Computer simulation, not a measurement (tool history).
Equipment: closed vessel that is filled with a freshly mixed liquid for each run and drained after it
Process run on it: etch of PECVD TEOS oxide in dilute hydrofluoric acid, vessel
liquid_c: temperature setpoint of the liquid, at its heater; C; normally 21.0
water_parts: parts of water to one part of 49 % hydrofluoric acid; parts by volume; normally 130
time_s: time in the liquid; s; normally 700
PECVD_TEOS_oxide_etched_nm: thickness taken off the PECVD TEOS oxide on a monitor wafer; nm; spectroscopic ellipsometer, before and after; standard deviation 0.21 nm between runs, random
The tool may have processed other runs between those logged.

run,hour,liquid_c,water_parts,time_s,"read-back film thickness of the PECVD TEOS oxide reference wafer, read on the same gauge (nm)",PECVD_TEOS_oxide_etched_nm
1,0.0,19.5,130,700,29.97,47.13
2,68.5,19.5,130,700,30.01,46.62
3,127.6,21.0,130,700,30.02,49.63
4,215.6,21.0,130,700,30.02,49.58
5,263.6,21.0,130,700,30.00,49.41
6,360.4,21.0,130,700,29.98,49.32
7,448.9,21.0,130,700,30.02,49.09
# hour 522.0: gauge calibrated
8,550.0,21.0,130,700,29.99,49.54
9,621.9,21.0,130,700,30.01,49.32
10,699.0,24.0,130,305,29.99,24.33
11,761.5,18.0,155,410,30.00,21.08
12,818.6,21.0,130,400,29.98,28.25
# hour 880.8: thermometer replaced
# hour 979.0: hydrofluoric acid flow meter replaced
13,1091.4,17.0,75,290,30.03,31.94
14,1197.5,17.0,100,420,29.98,34.01
15,1262.8,21.0,130,700,30.03,49.50
16,1328.8,21.0,85,1040,30.00,118.16
17,1427.2,17.0,130,700,29.97,42.34
18,1485.3,21.0,190,285,30.02,13.01
19,1569.9,21.0,130,700,29.98,49.79

Predict each of these 5 candidate next runs independently; none follows another, all start after run 19:
A,1570.7,21.0,130,290,?,?
B,1570.7,21.0,110,700,?,?
C,1570.7,21.0,130,295,?,?
D,1570.7,23.5,130,965,?,?
E,1570.7,17.0,130,450,?,?

run,"read-back film thickness of the PECVD TEOS oxide reference wafer, read on the same gauge (nm)",PECVD_TEOS_oxide_etched_nm
A,30.03,20.50
B,30.03,59.79
C,30.03,20.85
D,30.03,75.28
E,30.03,27.03
Had the tool no hidden state, the same runs would have come out as:
run,PECVD_TEOS_oxide_etched_nm
A,20.50
B,59.79
C,20.85
D,75.28
E,27.03
